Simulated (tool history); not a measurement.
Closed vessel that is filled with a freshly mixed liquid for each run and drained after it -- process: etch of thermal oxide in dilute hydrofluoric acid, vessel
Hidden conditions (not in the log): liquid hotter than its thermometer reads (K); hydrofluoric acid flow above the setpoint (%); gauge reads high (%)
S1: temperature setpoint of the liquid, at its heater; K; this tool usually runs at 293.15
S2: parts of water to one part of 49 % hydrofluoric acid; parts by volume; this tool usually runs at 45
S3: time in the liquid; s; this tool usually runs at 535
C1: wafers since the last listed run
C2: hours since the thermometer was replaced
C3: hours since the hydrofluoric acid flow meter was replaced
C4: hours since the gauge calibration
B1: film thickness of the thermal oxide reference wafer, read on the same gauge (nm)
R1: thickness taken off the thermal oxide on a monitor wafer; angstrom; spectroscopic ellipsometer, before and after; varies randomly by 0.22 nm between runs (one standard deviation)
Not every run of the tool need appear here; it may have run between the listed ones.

run,hour,S1,S2,S3,C1,C2,C3,C4,B1,R1
1,0.0,293.15,55,535,0,1228.4,615.0,386.2,140.03,427.1
2,31.6,296.65,55,535,1901,1260.0,646.6,417.8,139.98,496.2
3,48.3,296.65,55,535,1004,1276.7,663.3,434.5,140.05,493.8
# hour 69.8: gauge calibrated
4,79.0,296.65,45,535,1847,1307.4,694.0,9.2,140.00,616.7
5,91.6,296.65,45,535,758,1320.0,706.6,21.8,140.00,615.4
6,119.0,293.15,35,535,1648,1347.4,734.0,49.2,140.00,690.6
7,132.1,293.15,45,535,788,1360.5,747.1,62.3,139.98,530.1
8,161.0,293.15,45,535,1738,1389.4,776.0,91.2,140.03,529.5
9,185.1,293.15,50,535,1449,1413.5,800.1,115.3,140.00,478.2
10,203.9,293.15,50,535,1131,1432.3,818.9,134.1,140.02,480.4
# hour 213.7: hydrofluoric acid flow meter replaced
11,221.3,293.15,45,535,986,1449.7,7.6,151.5,140.02,506.9
12,247.8,293.15,45,535,1594,1476.2,34.1,178.0,139.99,508.1
13,266.8,293.15,45,535,1143,1495.2,53.1,197.0,140.01,507.4
14,284.6,293.15,45,535,1070,1513.0,70.9,214.8,140.00,512.8
15,303.7,293.15,45,535,1149,1532.1,90.0,233.9,139.99,507.6
16,320.0,293.15,40,330,980,1548.4,106.3,250.2,140.00,357.4
17,333.0,293.15,35,345,782,1561.4,119.3,263.2,139.97,427.4
18,346.3,293.15,45,535,800,1574.7,132.6,276.5,139.97,512.9
19,360.7,296.65,45,835,866,1589.1,147.0,290.9,139.98,918.0
20,381.3,298.15,60,855,1239,1609.7,167.6,311.5,139.99,742.6
21,398.7,295.15,55,385,1046,1627.1,185.0,328.9,140.02,323.8
22,416.7,295.15,55,305,1082,1645.1,203.0,346.9,140.01,256.5
23,444.7,293.15,45,845,1684,1673.1,231.0,374.9,140.02,811.7
24,476.2,293.15,60,670,1895,1704.6,262.5,406.4,140.02,477.0
# hour 479.1: thermometer replaced
25,510.5,293.15,30,535,2003,31.4,296.8,440.7,140.00,787.0
# hour 519.9: gauge calibrated
26,545.5,293.15,65,535,2105,66.4,331.8,25.6,140.00,351.3
27,574.1,293.15,45,535,1720,95.0,360.4,54.2,140.02,517.7
28,607.3,293.15,45,535,1997,128.2,393.6,87.4,140.00,514.2
29,626.6,293.15,45,535,1161,147.5,412.9,106.7,139.97,516.9
30,646.8,293.15,45,635,1215,167.7,433.1,126.9,139.97,614.1
31,679.4,290.15,55,535,1961,200.3,465.7,159.5,140.02,370.2
32,711.9,297.15,45,535,1955,232.8,498.2,192.0,140.01,617.1
33,746.6,293.15,45,290,2087,267.5,532.9,226.7,140.00,284.1
34,767.3,293.15,45,535,1245,288.2,553.6,247.4,139.98,519.8

Predict each of these 4 candidate next runs independently; none follows another, all start after run 34:
A,768.1,293.15,60,535,48,289.0,554.4,248.2,?,?
B,768.1,291.65,25,535,48,289.0,554.4,248.2,?,?
C,768.1,296.65,55,750,48,289.0,554.4,248.2,?,?
D,768.1,296.65,35,260,48,289.0,554.4,248.2,?,?

run,B1,R1
A,139.99,385.7
B,139.99,903.2
C,139.99,686.6
D,139.99,383.8
What these runs would have given with no unlogged condition in the tool:
run,R1
A,373.0
B,874.6
C,664.1
D,371.4

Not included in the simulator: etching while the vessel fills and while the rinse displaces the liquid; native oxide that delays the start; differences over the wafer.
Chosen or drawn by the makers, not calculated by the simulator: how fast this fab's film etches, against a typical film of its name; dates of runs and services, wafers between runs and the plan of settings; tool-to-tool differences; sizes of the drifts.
